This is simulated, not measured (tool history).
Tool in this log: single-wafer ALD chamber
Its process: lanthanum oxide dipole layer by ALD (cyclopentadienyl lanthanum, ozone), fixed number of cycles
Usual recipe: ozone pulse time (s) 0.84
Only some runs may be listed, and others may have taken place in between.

run	hour	ozone pulse time (s)	wafers since the last listed run	hours since the last thermocouple change	hours since the last ozone generator service	hours since the showerhead was replaced	hours since the gauge calibration	read-back reference wafer on the same gauge, thickness_nm	mean film thickness on the monitor wafer (angstrom)
1	0	0.84	0	2477	756.5	5447.7	355.1	0.394	4.61
2	52	0.84	1059	2529	808.5	5499.7	407.1	0.394	4.61
3	164.8	0.84	2298	2641.8	921.3	5612.5	519.9	0.394	4.59
# hour 196.8: gauge calibrated
4	221.6	0.84	1157	2698.6	978.1	5669.3	24.8	0.394	4.55
5	283.7	0.84	1265	2760.7	1040.2	5731.4	86.9	0.394	4.59
6	322.7	1.1	794	2799.7	1079.2	5770.4	125.9	0.394	5.04
7	357.6	0.61	711	2834.6	1114.1	5805.3	160.8	0.394	3.87
8	407.7	0.61	1020	2884.7	1164.2	5855.4	210.9	0.394	3.87
9	439.2	0.61	641	2916.2	1195.7	5886.9	242.4	0.394	3.85
# hour 478.6: ozone generator serviced
10	481.5	0.84	698	2958.5	2.9	5929.2	284.7	0.393	4.76
11	530.7	1.08	1002	3007.7	52.1	5978.4	333.9	0.394	5.12
12	554.7	1.08	489	3031.7	76.1	6002.4	357.9	0.394	5.15
# hour 620.3: showerhead replaced
13	620.8	1.08	1183	3097.8	142.2	0.5	424	0.394	5.17
# hour 644.8: thermocouple changed; heater temperature recalibrated
14	656.1	1.01	556	11.3	177.5	35.8	459.3	0.394	5.02
15	684.5	1.13	578	39.7	205.9	64.2	487.7	0.394	5.18
16	734.3	0.61	1014	89.5	255.7	114	537.5	0.394	4.05
17	786.5	0.84	1063	141.7	307.9	166.2	589.7	0.394	4.65
# hour 788.6: gauge calibrated
18	842.4	1.17	1139	197.6	363.8	222.1	53.8	0.394	5.26
19	881.9	1.06	804	237.1	403.3	261.6	93.3	0.394	5.12
20	927.5	0.5	929	282.7	448.9	307.2	138.9	0.394	3.64

Forecast run 21:
21	981.4	0.72	1098	336.6	502.8	361.1	192.8	?	?

{"run 21": {"read-back reference wafer on the same gauge, thickness_nm": 0.394, "mean film thickness on the monitor wafer (angstrom)": 4.39}}
If the tool had no hidden condition, the same run with the same run-to-run variation would have returned mean film thickness on the monitor wafer (angstrom) 4.46.
